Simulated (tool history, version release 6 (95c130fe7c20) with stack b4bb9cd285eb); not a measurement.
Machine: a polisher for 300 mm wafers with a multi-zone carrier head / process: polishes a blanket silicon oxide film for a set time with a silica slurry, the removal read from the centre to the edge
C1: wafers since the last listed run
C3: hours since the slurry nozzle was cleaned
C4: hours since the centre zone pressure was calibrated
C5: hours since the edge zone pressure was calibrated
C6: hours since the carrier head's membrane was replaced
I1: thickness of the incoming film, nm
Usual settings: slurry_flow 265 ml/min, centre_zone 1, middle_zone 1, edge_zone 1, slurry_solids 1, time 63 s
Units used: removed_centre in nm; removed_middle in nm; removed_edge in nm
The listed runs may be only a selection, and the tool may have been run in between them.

Run 1, day 0: usual settings; C1 0; wafers polished on this pad 844; C3 354.3; C4 345.8; C5 297.4; C6 625.9; I1 991.3. Result: removed_centre 190 nm, removed_middle 183.2 nm, removed_edge 185.4 nm.
Run 2, day 1.175: usual settings; C1 270; wafers polished on this pad 1114; C3 382.5; C4 374; C5 325.6; C6 654.1; I1 989.8. Result: removed_centre 190.1 nm, removed_middle 185.3 nm, removed_edge 182 nm.
Run 3, day 2.721: usual settings; C1 355; wafers polished on this pad 1469; C3 419.6; C4 411.1; C5 362.7; C6 691.2; I1 1015.1. Result: removed_centre 185.7 nm, removed_middle 181.4 nm, removed_edge 183.3 nm.
Run 4, day 3.812: usual settings; C1 250; wafers polished on this pad 1720; C3 445.8; C4 437.3; C5 388.9; C6 717.4; I1 1002.9. Result: removed_centre 184.5 nm, removed_middle 179.3 nm, removed_edge 181.4 nm.
At day 4.442: worn pad replaced by a new one.
Run 5, day 5.371: usual settings but middle_zone 1.06; C1 319; wafers polished on this pad 213; C3 483.2; C4 474.7; C5 426.3; C6 754.8; I1 1002.9. Result: removed_centre 194 nm, removed_middle 202.5 nm, removed_edge 196.3 nm.
Run 6, day 6.662: usual settings but middle_zone 1.06; C1 296; wafers polished on this pad 510; C3 514.2; C4 505.7; C5 457.3; C6 785.8; I1 1001.2. Result: removed_centre 190.5 nm, removed_middle 196.8 nm, removed_edge 192.3 nm.
Run 7, day 7.917: usual settings but middle_zone 1.06; C1 288; wafers polished on this pad 799; C3 544.3; C4 535.8; C5 487.4; C6 815.9; I1 996.6. Result: removed_centre 188 nm, removed_middle 197.6 nm, removed_edge 187.2 nm.
Run 8, day 9.808: usual settings; C1 434; wafers polished on this pad 1234; C3 589.7; C4 581.2; C5 532.8; C6 861.3; I1 1009. Result: removed_centre 185 nm, removed_middle 181.8 nm, removed_edge 185.2 nm.
Run 9, day 12.108: usual settings; C1 528; wafers polished on this pad 1762; C3 644.9; C4 636.4; C5 588; C6 916.5; I1 992.7. Result: removed_centre 181.9 nm, removed_middle 181.7 nm, removed_edge 189.4 nm.
At day 13.588: worn pad replaced by a new one.
At day 14.688: edge zone pressure recalibrated.
Run 10, day 15.008: usual settings but edge_zone 1.04, slurry_solids 1.3; C1 609; wafers polished on this pad 307; C3 714.5; C4 706; C5 7.7; C6 986.1; I1 1000.7. Result: removed_centre 216.8 nm, removed_middle 215.7 nm, removed_edge 220.9 nm.
At day 15.608: carrier head's membrane replaced by a new one.
At day 19.429: slurry nozzle cleaned.
At day 21.708: worn pad replaced by a new one.
Run 11, day 22.304: usual settings but slurry_flow 215 ml/min, centre_zone 1.04, edge_zone 1.06, slurry_solids 0.7; C1 1581; wafers polished on this pad 136; C3 69; C4 881.1; C5 182.8; C6 160.7; I1 998.9. Result: removed_centre 169.9 nm, removed_middle 162.8 nm, removed_edge 169 nm.
Run 12, day 25.162: usual settings; C1 657; wafers polished on this pad 793; C3 137.6; C4 949.7; C5 251.4; C6 229.3; I1 1000.4. Result: removed_centre 188.5 nm, removed_middle 187.2 nm, removed_edge 192 nm.
Run 13, day 26.233: usual settings but edge_zone 1.05, slurry_solids 1.25; C1 246; wafers polished on this pad 1040; C3 163.3; C4 975.4; C5 277.1; C6 255; I1 995.1. Result: removed_centre 206.9 nm, removed_middle 205.5 nm, removed_edge 211.2 nm.
Run 14, day 27.383: usual settings but slurry_flow 320 ml/min, middle_zone 0.92, edge_zone 0.91; C1 264; wafers polished on this pad 1304; C3 190.9; C4 1003; C5 304.7; C6 282.6; I1 1016.1. Result: removed_centre 190.3 nm, removed_middle 176.6 nm, removed_edge 179.5 nm.
Run 15, day 29.1: usual settings but middle_zone 1.08, slurry_solids 1.25, time 45 s; C1 394; wafers polished on this pad 1699; C3 232.1; C4 1044.2; C5 345.9; C6 323.8; I1 1004.6. Result: removed_centre 144.9 nm, removed_middle 152.4 nm, removed_edge 147.5 nm.
At day 30.171: worn pad replaced by a new one.
At day 30.508: centre zone pressure recalibrated.
Run 16, day 30.75: usual settings but slurry_flow 170 ml/min, edge_zone 1.04, slurry_solids 0.75; C1 321; wafers polished on this pad 113; C3 271.7; C4 5.8; C5 385.5; C6 363.4; I1 1001.4. Result: removed_centre 166 nm, removed_middle 157.1 nm, removed_edge 168.4 nm.
Run 17, day 32.033: usual settings but slurry_solids 1.2, time 79 s; C1 295; wafers polished on this pad 408; C3 302.5; C4 36.6; C5 416.3; C6 394.2; I1 995.2. Result: removed_centre 262.2 nm, removed_middle 260.7 nm, removed_edge 266.6 nm.
Run 18, day 34.112: usual settings but centre_zone 1.09, middle_zone 1.04, slurry_solids 0.8, time 84 s; C1 477; wafers polished on this pad 886; C3 352.4; C4 86.5; C5 466.2; C6 444.1; I1 987. Result: removed_centre 243.5 nm, removed_middle 229.2 nm, removed_edge 219.6 nm.
Run 19, day 37.017: usual settings; C1 667; wafers polished on this pad 1554; C3 422.1; C4 156.2; C5 535.9; C6 513.8; I1 1006.6. Result: removed_centre 185.9 nm, removed_middle 184.2 nm, removed_edge 188.3 nm.
At day 39.704: edge zone pressure recalibrated.
At day 40.046: worn pad replaced by a new one.
Run 20, day 40.067: usual settings but slurry_flow 360 ml/min; C1 643; wafers polished on this pad 4; C3 495.3; C4 229.4; C5 8.7; C6 587; I1 993.6. Result: removed_centre 207.4 nm, removed_middle 204.7 nm, removed_edge 210.2 nm.

List, for all runs, the conditions of the tool that the log does not record:
slurry flow missing at the pad, %: 0 on each run
deviation of the centre zone's pressure from its setpoint, %: 0 on each run
deviation of the edge zone's pressure from its setpoint, %: 0 on each run
H1: removal rate lost through wear of the pad, %
run     H1
  1   7.68
  2   8.52
  3   9.21
  4   9.51
  5   4.15
  6    6.5
  7   7.97
  8   9.26
  9     10
 10   4.37
 11    1.8
 12    6.4
 13   7.24
 14   7.85
 15   8.41
 16   2.31
 17   4.96
 18   7.38
 19   8.83
 20  0.198
